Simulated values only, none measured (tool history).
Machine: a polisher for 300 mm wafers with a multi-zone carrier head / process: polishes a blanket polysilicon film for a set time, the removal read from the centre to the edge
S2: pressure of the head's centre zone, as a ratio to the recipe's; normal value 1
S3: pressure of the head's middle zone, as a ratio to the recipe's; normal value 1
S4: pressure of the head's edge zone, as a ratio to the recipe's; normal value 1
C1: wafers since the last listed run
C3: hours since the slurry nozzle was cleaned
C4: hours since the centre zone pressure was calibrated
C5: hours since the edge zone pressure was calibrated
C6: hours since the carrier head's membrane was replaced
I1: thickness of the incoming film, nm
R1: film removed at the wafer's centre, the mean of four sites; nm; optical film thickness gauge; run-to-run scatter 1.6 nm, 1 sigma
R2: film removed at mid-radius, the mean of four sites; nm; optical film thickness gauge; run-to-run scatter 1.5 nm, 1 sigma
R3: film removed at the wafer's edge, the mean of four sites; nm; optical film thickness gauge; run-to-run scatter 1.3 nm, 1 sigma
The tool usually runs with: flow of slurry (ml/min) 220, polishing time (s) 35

run 1 hour=0 | flow_of_slurry_(ml/min)=220 S2=0.96 S3=1.04 S4=1 polishing_time_(s)=35 | C1=0 wafers_polished_on_this_pad=3833 C3=781.4 C4=488.5 C5=158 C6=64.4 | I1=1735.3 | R1=157.7 R2=166.2 R3=168
-- hour=11.9 centre zone pressure recalibrated
-- hour=12.7 worn pad replaced by a new one, repeated, since the last time left the tool worse
run 2 hour=13.2 | flow_of_slurry_(ml/min)=220 S2=0.95 S3=1.1 S4=1 polishing_time_(s)=35 | C1=144 wafers_polished_on_this_pad=6 C3=794.6 C4=1.3 C5=171.2 C6=77.6 | I1=1729.5 | R1=183.6 R2=204 R3=195.7
-- hour=18.3 slurry nozzle cleaned
run 3 hour=34.2 | flow_of_slurry_(ml/min)=220 S2=1 S3=0.88 S4=0.93 polishing_time_(s)=35 | C1=278 wafers_polished_on_this_pad=285 C3=15.9 C4=22.3 C5=192.2 C6=98.6 | I1=1709.4 | R1=193.3 R2=180.1 R3=192.6
run 4 hour=66.2 | flow_of_slurry_(ml/min)=220 S2=1 S3=1 S4=1.1 polishing_time_(s)=40 | C1=445 wafers_polished_on_this_pad=730 C3=47.9 C4=54.3 C5=224.2 C6=130.6 | I1=1722.3 | R1=219.1 R2=218.2 R3=235.1
run 5 hour=87.5 | flow_of_slurry_(ml/min)=220 S2=1 S3=1 S4=1 polishing_time_(s)=30 | C1=296 wafers_polished_on_this_pad=1027 C3=69.2 C4=75.6 C5=245.5 C6=151.9 | I1=1740 | R1=163.6 R2=163.8 R3=169.6
run 6 hour=114.9 | flow_of_slurry_(ml/min)=220 S2=1 S3=1 S4=1 polishing_time_(s)=35 | C1=381 wafers_polished_on_this_pad=1408 C3=96.6 C4=103 C5=272.9 C6=179.3 | I1=1743 | R1=190.1 R2=190.1 R3=198.5
run 7 hour=128.1 | flow_of_slurry_(ml/min)=220 S2=1 S3=1 S4=1 polishing_time_(s)=29 | C1=183 wafers_polished_on_this_pad=1592 C3=109.8 C4=116.2 C5=286.1 C6=192.5 | I1=1720.8 | R1=159.7 R2=157.5 R3=162.3
run 8 hour=140.6 | flow_of_slurry_(ml/min)=220 S2=0.9 S3=1 S4=1 polishing_time_(s)=43 | C1=174 wafers_polished_on_this_pad=1766 C3=122.3 C4=128.7 C5=298.6 C6=205 | I1=1752.8 | R1=206.1 R2=235.2 R3=241.1
run 9 hour=166.4 | flow_of_slurry_(ml/min)=175 S2=1.11 S3=1.06 S4=1 polishing_time_(s)=42 | C1=359 wafers_polished_on_this_pad=2125 C3=148.1 C4=154.5 C5=324.4 C6=230.8 | I1=1753.8 | R1=247.8 R2=230.1 R3=230
run 10 hour=266.8 | flow_of_slurry_(ml/min)=220 S2=1 S3=1 S4=1.05 polishing_time_(s)=35 | C1=1397 wafers_polished_on_this_pad=3523 C3=248.5 C4=254.9 C5=424.8 C6=331.2 | I1=1749.2 | R1=184.4 R2=185 R3=191.7
run 11 hour=297.1 | flow_of_slurry_(ml/min)=220 S2=1 S3=1 S4=1 polishing_time_(s)=35 | C1=421 wafers_polished_on_this_pad=3945 C3=278.8 C4=285.2 C5=455.1 C6=361.5 | I1=1705.7 | R1=180.9 R2=181 R3=187.5
-- hour=312.9 worn pad replaced by a new one
run 12 hour=321.8 | flow_of_slurry_(ml/min)=220 S2=1 S3=0.91 S4=0.97 polishing_time_(s)=35 | C1=288 wafers_polished_on_this_pad=123 C3=303.5 C4=309.9 C5=479.8 C6=386.2 | I1=1735.4 | R1=190.7 R2=182.5 R3=196.5
run 13 hour=347.7 | flow_of_slurry_(ml/min)=220 S2=1 S3=1 S4=1 polishing_time_(s)=35 | C1=360 wafers_polished_on_this_pad=484 C3=329.4 C4=335.8 C5=505.7 C6=412.1 | I1=1742.2 | R1=193.6 R2=190.1 R3=196.7
run 14 hour=371.3 | flow_of_slurry_(ml/min)=275 S2=1 S3=0.92 S4=0.94 polishing_time_(s)=39 | C1=328 wafers_polished_on_this_pad=812 C3=353 C4=359.4 C5=529.3 C6=435.7 | I1=1741.9 | R1=216.1 R2=208.3 R3=216.3
run 15 hour=398.9 | flow_of_slurry_(ml/min)=150 S2=0.89 S3=1.06 S4=0.97 polishing_time_(s)=35 | C1=384 wafers_polished_on_this_pad=1196 C3=380.6 C4=387 C5=556.9 C6=463.3 | I1=1722.4 | R1=163.2 R2=194.8 R3=189.5
run 16 hour=414.3 | flow_of_slurry_(ml/min)=265 S2=1.09 S3=0.9 S4=1 polishing_time_(s)=43 | C1=214 wafers_polished_on_this_pad=1411 C3=396 C4=402.4 C5=572.3 C6=478.7 | I1=1745.1 | R1=259.2 R2=225.8 R3=245.3
run 17 hour=432 | flow_of_slurry_(ml/min)=275 S2=1 S3=1 S4=1 polishing_time_(s)=29 | C1=246 wafers_polished_on_this_pad=1657 C3=413.7 C4=420.1 C5=590 C6=496.4 | I1=1720.4 | R1=160.1 R2=159.9 R3=164.4
run 18 hour=465.4 | flow_of_slurry_(ml/min)=220 S2=1 S3=1 S4=1 polishing_time_(s)=35 | C1=464 wafers_polished_on_this_pad=2122 C3=447.1 C4=453.5 C5=623.4 C6=529.8 | I1=1742.4 | R1=189.6 R2=187.9 R3=195.3

Forecast run 19:
run 19 hour=479.8 | flow_of_slurry_(ml/min)=220 S2=1.11 S3=1 S4=1 polishing_time_(s)=24 | C1=200 wafers_polished_on_this_pad=2323 C3=461.5 C4=467.9 C5=637.8 C6=544.2 | I1=1755.9 | R1=? R2=? R3=?

R1: 142.9 nm
R2: 129.2 nm
R3: 131.3 nm
Without the tool's hidden state the same run would have given R1 145.6 nm, R2 131.7 nm, R3 133.8 nm.
